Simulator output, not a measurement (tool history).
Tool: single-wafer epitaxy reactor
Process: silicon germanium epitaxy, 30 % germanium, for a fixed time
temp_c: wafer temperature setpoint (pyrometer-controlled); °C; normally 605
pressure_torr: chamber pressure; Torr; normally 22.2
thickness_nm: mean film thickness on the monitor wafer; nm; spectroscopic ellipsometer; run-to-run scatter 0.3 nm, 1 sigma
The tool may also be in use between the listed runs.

run	day	temp_c	pressure_torr	read-back reference wafer on the same gauge, thickness_nm	thickness_nm
1	0	605	20.8	71.454	70.771
2	3.912	605	22.2	71.404	72.828
3	6.733	605	22.2	71.532	73.384
4	10.996	605	25.9	71.352	79.149
5	14.917	605	25.9	71.396	78.886
6	18.85	605	25.9	71.352	79.425
7	21.958	609	22.2	71.451	78.48
8	24.288	609	22.2	71.455	78.242
9	28.046	609	22.2	71.538	78.379
10	32.467	605	22.2	71.468	74.124
11	36.571	605	22.2	71.359	74.375
12	40.512	605	22.2	71.382	74.971
13	44.012	605	22.2	71.328	75.279
14	45.746	617	18.3	71.387	81.673
15	48.067	612	20.7	71.396	81.558
16	49.879	605	18.5	71.403	68.967
# day 50.983: pyrometer calibrated
17	53.133	605	22.2	71.46	71.765
18	56.742	597	22.2	71.469	63.381
# day 58.367: capacitance manometer re-zeroed and calibrated
19	59.783	605	22.2	71.48	71.93
20	61.671	591	25.8	71.561	61.399
# day 64.392: gauge calibrated
21	64.888	616	18.8	71.388	78.956
22	67.712	605	22.2	71.302	71.764
23	70.325	612	22.2	71.54	80.538
24	72.533	605	16.9	71.355	63.121
25	76.396	594	17.4	71.211	53.526
# day 77.879: showerhead replaced
26	78.296	605	22.2	71.383	71.672
27	82.304	609	22.2	71.439	76.868
28	84.221	609	22.2	71.327	77.503
29	86.754	605	23.6	71.383	73.735
30	89.296	611	26	71.396	85.138
31	93.35	605	22.2	71.405	72.797
32	95.504	618	20	71.371	84.473
33	99.492	605	22.2	71.527	72.065
34	102.317	595	27.2	71.545	68.08
35	103.921	605	22.2	71.389	72.52
# day 107.654: capacitance manometer re-zeroed and calibrated
36	107.675	610	22.2	71.49	78.828

Had the tool no unlogged condition, and each run kept its random variation, what would the results have been?
The tool's hidden condition here consists of: wafer temperature above the value expected at the setpoint (K); true pressure above the setpoint (%); gauge reads high (%).
run	thickness_nm
1	69.819
2	71.728
3	72.181
4	77.686
5	77.263
6	77.613
7	76.557
8	76.211
9	76.152
10	71.772
11	71.79
12	72.135
13	72.218
14	78.314
15	78.011
16	65.817
17	72.027
18	63.607
19	72.166
20	61.594
21	79.163
22	71.923
23	80.676
24	63.2
25	53.543
26	71.657
27	76.76
28	77.345
29	73.516
30	84.806
31	72.387
32	83.93
33	71.452
34	67.388
35	71.735
36	77.818
